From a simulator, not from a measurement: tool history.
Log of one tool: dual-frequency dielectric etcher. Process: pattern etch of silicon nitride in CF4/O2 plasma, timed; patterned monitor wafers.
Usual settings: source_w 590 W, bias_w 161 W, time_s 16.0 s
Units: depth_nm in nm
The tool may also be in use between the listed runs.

| run | hour | source_w | bias_w | time_s | wafers since the last listed run | hours since the last wet clean | hours since the last source power generator calibration | hours since the last bias power generator calibration | hours since the last upper electrode change | hours since the gauge calibration | read-back reference wafer on the same gauge, depth_nm | depth_nm |
|---|---|---|---|---|---|---|---|---|---|---|---|---|
| 1 | 0.0 | 590 | 161 | 16.0 | 0 | 132.9 | 2211.0 | 2824.8 | 821.6 | 888.4 | 37.35 | 36.63 |
| 2 | 45.4 | 590 | 161 | 16.0 | 560 | 178.3 | 2256.4 | 2870.2 | 867.0 | 933.8 | 37.35 | 36.65 |
| 3 | 114.9 | 590 | 161 | 16.0 | 858 | 247.8 | 2325.9 | 2939.7 | 936.5 | 1003.3 | 37.27 | 36.86 |
| 4 | 162.6 | 650 | 137 | 16.0 | 589 | 295.5 | 2373.6 | 2987.4 | 984.2 | 1051.0 | 37.33 | 37.51 |
| 5 | 209.2 | 590 | 161 | 16.0 | 575 | 342.1 | 2420.2 | 3034.0 | 1030.8 | 1097.6 | 37.41 | 36.72 |
| 6 | 284.0 | 590 | 161 | 16.0 | 924 | 416.9 | 2495.0 | 3108.8 | 1105.6 | 1172.4 | 37.27 | 36.86 |
|  | 321.2 | wet clean of the chamber |
| 7 | 413.9 | 590 | 161 | 16.0 | 1308 | 92.7 | 2624.9 | 3238.7 | 1235.5 | 1302.3 | 37.26 | 36.82 |
| 8 | 484.0 | 590 | 161 | 16.0 | 866 | 162.8 | 2695.0 | 3308.8 | 1305.6 | 1372.4 | 37.37 | 36.95 |
| 9 | 574.9 | 590 | 161 | 16.0 | 1123 | 253.7 | 2785.9 | 3399.7 | 1396.5 | 1463.3 | 37.30 | 36.39 |
| 10 | 680.9 | 710 | 161 | 19.0 | 1309 | 359.7 | 2891.9 | 3505.7 | 1502.5 | 1569.3 | 37.34 | 50.77 |
|  | 765.1 | wet clean of the chamber |
| 11 | 780.3 | 710 | 161 | 19.0 | 931 | 15.2 | 2991.3 | 3605.1 | 1601.9 | 1668.7 | 37.23 | 50.48 |
| 12 | 840.1 | 710 | 161 | 19.0 | 738 | 75.0 | 3051.1 | 3664.9 | 1661.7 | 1728.5 | 37.37 | 50.05 |
| 13 | 880.2 | 590 | 161 | 16.0 | 495 | 115.1 | 3091.2 | 3705.0 | 1701.8 | 1768.6 | 37.29 | 36.98 |
| 14 | 953.3 | 590 | 161 | 16.0 | 903 | 188.2 | 3164.3 | 3778.1 | 1774.9 | 1841.7 | 37.31 | 36.53 |
|  | 980.7 | gauge calibrated |
| 15 | 1010.6 | 720 | 161 | 17.5 | 708 | 245.5 | 3221.6 | 3835.4 | 1832.2 | 29.9 | 37.29 | 46.85 |
| 16 | 1059.3 | 630 | 161 | 14.0 | 601 | 294.2 | 3270.3 | 3884.1 | 1880.9 | 78.6 | 37.34 | 33.83 |
| 17 | 1137.2 | 720 | 161 | 14.0 | 962 | 372.1 | 3348.2 | 3962.0 | 1958.8 | 156.5 | 37.37 | 37.40 |
| 18 | 1240.2 | 690 | 149 | 12.5 | 1272 | 475.1 | 3451.2 | 4065.0 | 2061.8 | 259.5 | 37.32 | 31.22 |
|  | 1294.5 | wet clean of the chamber |
| 19 | 1312.1 | 480 | 193 | 16.0 | 591 | 17.6 | 3523.1 | 4136.9 | 2133.7 | 331.4 | 37.26 | 33.59 |
| 20 | 1398.9 | 650 | 150 | 19.5 | 1072 | 104.4 | 3609.9 | 4223.7 | 2220.5 | 418.2 | 37.19 | 46.94 |
| 21 | 1493.1 | 590 | 161 | 16.0 | 1163 | 198.6 | 3704.1 | 4317.9 | 2314.7 | 512.4 | 37.30 | 36.45 |
| 22 | 1599.2 | 590 | 161 | 16.0 | 1311 | 304.7 | 3810.2 | 4424.0 | 2420.8 | 618.5 | 37.32 | 36.89 |
|  | 1688.2 | upper electrode replaced |
|  | 1755.2 | source power generator calibrated |
| 23 | 1770.2 | 510 | 161 | 16.0 | 1766 | 475.7 | 15.0 | 4595.0 | 82.0 | 789.5 | 37.35 | 32.45 |
|  | 1813.1 | bias power generator calibrated |
|  | 1845.1 | wet clean of the chamber |
| 24 | 1845.6 | 460 | 197 | 16.0 | 585 | 0.5 | 90.4 | 32.5 | 157.4 | 864.9 | 37.31 | 32.68 |
| 25 | 1888.5 | 500 | 126 | 14.0 | 530 | 43.4 | 133.3 | 75.4 | 200.3 | 907.8 | 37.33 | 25.96 |
| 26 | 1979.8 | 520 | 161 | 17.5 | 1128 | 134.7 | 224.6 | 166.7 | 291.6 | 999.1 | 37.22 | 36.53 |
| 27 | 2058.7 | 500 | 144 | 20.0 | 974 | 213.6 | 303.5 | 245.6 | 370.5 | 1078.0 | 37.29 | 38.84 |
| 28 | 2129.7 | 460 | 161 | 17.5 | 877 | 284.6 | 374.5 | 316.6 | 441.5 | 1149.0 | 37.37 | 33.23 |
| 29 | 2195.6 | 590 | 132 | 17.5 | 814 | 350.5 | 440.4 | 382.5 | 507.4 | 1214.9 | 37.35 | 37.29 |
|  | 2280.5 | wet clean of the chamber |
| 30 | 2281.0 | 590 | 161 | 16.0 | 758 | 0.5 | 525.8 | 467.9 | 592.8 | 1300.3 | 37.28 | 36.91 |
| 31 | 2365.2 | 450 | 161 | 17.5 | 1040 | 84.7 | 610.0 | 552.1 | 677.0 | 1384.5 | 37.42 | 32.41 |

3 ways to go on from here, each from the tool as it stands after run 31. What would each give?
| A | 2365.6 | 590 | 137 | 16.0 | 4 | 85.1 | 610.4 | 552.5 | 677.4 | 1384.9 | ? | ? |
| B | 2365.6 | 720 | 138 | 18.5 | 4 | 85.1 | 610.4 | 552.5 | 677.4 | 1384.9 | ? | ? |
| C | 2365.6 | 460 | 187 | 16.0 | 4 | 85.1 | 610.4 | 552.5 | 677.4 | 1384.9 | ? | ? |

| run | read-back reference wafer on the same gauge, depth_nm | depth_nm |
|---|---|---|
| A | 37.30 | 34.44 |
| B | 37.30 | 46.84 |
| C | 37.30 | 31.85 |
Without the tool's hidden state the same runs would have given:
| run | depth_nm |
|---|---|
| A | 34.44 |
| B | 46.84 |
| C | 31.85 |
